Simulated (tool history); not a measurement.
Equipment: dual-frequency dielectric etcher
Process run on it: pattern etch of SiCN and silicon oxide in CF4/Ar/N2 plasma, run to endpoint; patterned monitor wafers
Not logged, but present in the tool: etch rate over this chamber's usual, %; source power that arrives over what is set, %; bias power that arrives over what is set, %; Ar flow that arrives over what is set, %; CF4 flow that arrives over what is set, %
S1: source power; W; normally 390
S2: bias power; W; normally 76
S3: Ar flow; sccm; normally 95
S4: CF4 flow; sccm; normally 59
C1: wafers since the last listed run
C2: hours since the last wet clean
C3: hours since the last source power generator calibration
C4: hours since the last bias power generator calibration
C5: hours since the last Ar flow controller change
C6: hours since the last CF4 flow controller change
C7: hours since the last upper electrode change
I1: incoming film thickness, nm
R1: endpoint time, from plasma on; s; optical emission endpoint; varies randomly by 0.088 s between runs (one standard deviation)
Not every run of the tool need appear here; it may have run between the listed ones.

run 1 hour=0 | S1=390 S2=76 S3=95 S4=59 | C1=0 C2=266.6 C3=4003.2 C4=1787.2 C5=5334.4 C6=1448.1 C7=3982.7 | I1=10.86 | R1=15.4
run 2 hour=14.5 | S1=390 S2=76 S3=95 S4=59 | C1=243 C2=281.1 C3=4017.7 C4=1801.7 C5=5348.9 C6=1462.6 C7=3997.2 | I1=10.77 | R1=15.1
run 3 hour=30.9 | S1=390 S2=76 S3=95 S4=59 | C1=275 C2=297.5 C3=4034.1 C4=1818.1 C5=5365.3 C6=1479 C7=4013.6 | I1=10.83 | R1=15.4
run 4 hour=39.4 | S1=390 S2=76 S3=95 S4=59 | C1=142 C2=306 C3=4042.6 C4=1826.6 C5=5373.8 C6=1487.5 C7=4022.1 | I1=10.78 | R1=15.1
run 5 hour=56.9 | S1=390 S2=76 S3=95 S4=59 | C1=294 C2=323.5 C3=4060.1 C4=1844.1 C5=5391.3 C6=1505 C7=4039.6 | I1=10.83 | R1=15.5
-- hour=76.9 Ar flow controller replaced
run 6 hour=77.4 | S1=390 S2=76 S3=95 S4=59 | C1=243 C2=344 C3=4080.6 C4=1864.6 C5=0.5 C6=1525.5 C7=4060.1 | I1=10.72 | R1=15.1
-- hour=87.4 source power generator calibrated
run 7 hour=88.1 | S1=390 S2=76 S3=95 S4=59 | C1=112 C2=354.7 C3=0.7 C4=1875.3 C5=11.2 C6=1536.2 C7=4070.8 | I1=10.87 | R1=15.3
-- hour=95.7 bias power generator calibrated
run 8 hour=97.4 | S1=390 S2=76 S3=104 S4=59 | C1=89 C2=364 C3=10 C4=1.7 C5=20.5 C6=1545.5 C7=4080.1 | I1=10.79 | R1=15.4
run 9 hour=112.6 | S1=480 S2=76 S3=95 S4=51 | C1=255 C2=379.2 C3=25.2 C4=16.9 C5=35.7 C6=1560.7 C7=4095.3 | I1=10.83 | R1=12.5
run 10 hour=124.7 | S1=390 S2=76 S3=95 S4=59 | C1=203 C2=391.3 C3=37.3 C4=29 C5=47.8 C6=1572.8 C7=4107.4 | I1=10.8 | R1=15.1
run 11 hour=132.3 | S1=460 S2=71 S3=111 S4=59 | C1=127 C2=398.9 C3=44.9 C4=36.6 C5=55.4 C6=1580.4 C7=4115 | I1=10.76 | R1=13.3
-- hour=157.7 upper electrode replaced
run 12 hour=158.2 | S1=390 S2=76 S3=95 S4=48 | C1=31 C2=424.8 C3=70.8 C4=62.5 C5=81.3 C6=1606.3 C7=0.5 | I1=10.66 | R1=15.4
-- hour=184.7 CF4 flow controller replaced
-- hour=187.1 wet clean of the chamber
run 13 hour=190.9 | S1=360 S2=76 S3=109 S4=47 | C1=409 C2=3.8 C3=103.5 C4=95.2 C5=114 C6=6.2 C7=33.2 | I1=10.78 | R1=17.7
run 14 hour=199.2 | S1=430 S2=76 S3=106 S4=59 | C1=139 C2=12.1 C3=111.8 C4=103.5 C5=122.3 C6=14.5 C7=41.5 | I1=10.85 | R1=13.9
run 15 hour=228.3 | S1=390 S2=76 S3=95 S4=73 | C1=489 C2=41.2 C3=140.9 C4=132.6 C5=151.4 C6=43.6 C7=70.6 | I1=10.92 | R1=15.1
run 16 hour=242.5 | S1=470 S2=76 S3=75 S4=59 | C1=238 C2=55.4 C3=155.1 C4=146.8 C5=165.6 C6=57.8 C7=84.8 | I1=10.82 | R1=11.8

4 ways to go on from here, each from the tool as it stands after run 16. What would each give?
run A hour=242.9 | S1=390 S2=76 S3=95 S4=59 | C1=6 C2=55.8 C3=155.5 C4=147.2 C5=166 C6=58.2 C7=85.2 | I1=10.68 | R1=?
run B hour=242.9 | S1=440 S2=76 S3=95 S4=64 | C1=6 C2=55.8 C3=155.5 C4=147.2 C5=166 C6=58.2 C7=85.2 | I1=10.68 | R1=?
run C hour=242.9 | S1=390 S2=76 S3=88 S4=59 | C1=6 C2=55.8 C3=155.5 C4=147.2 C5=166 C6=58.2 C7=85.2 | I1=10.68 | R1=?
run D hour=242.9 | S1=390 S2=64 S3=95 S4=59 | C1=6 C2=55.8 C3=155.5 C4=147.2 C5=166 C6=58.2 C7=85.2 | I1=10.68 | R1=?

run=A R1=15
run=B R1=13
run=C R1=14.8
run=D R1=15.9
Stripped of hidden state, with their random variation kept, the same runs would have yielded:
run=A R1=15
run=B R1=13
run=C R1=14.8
run=D R1=15.9
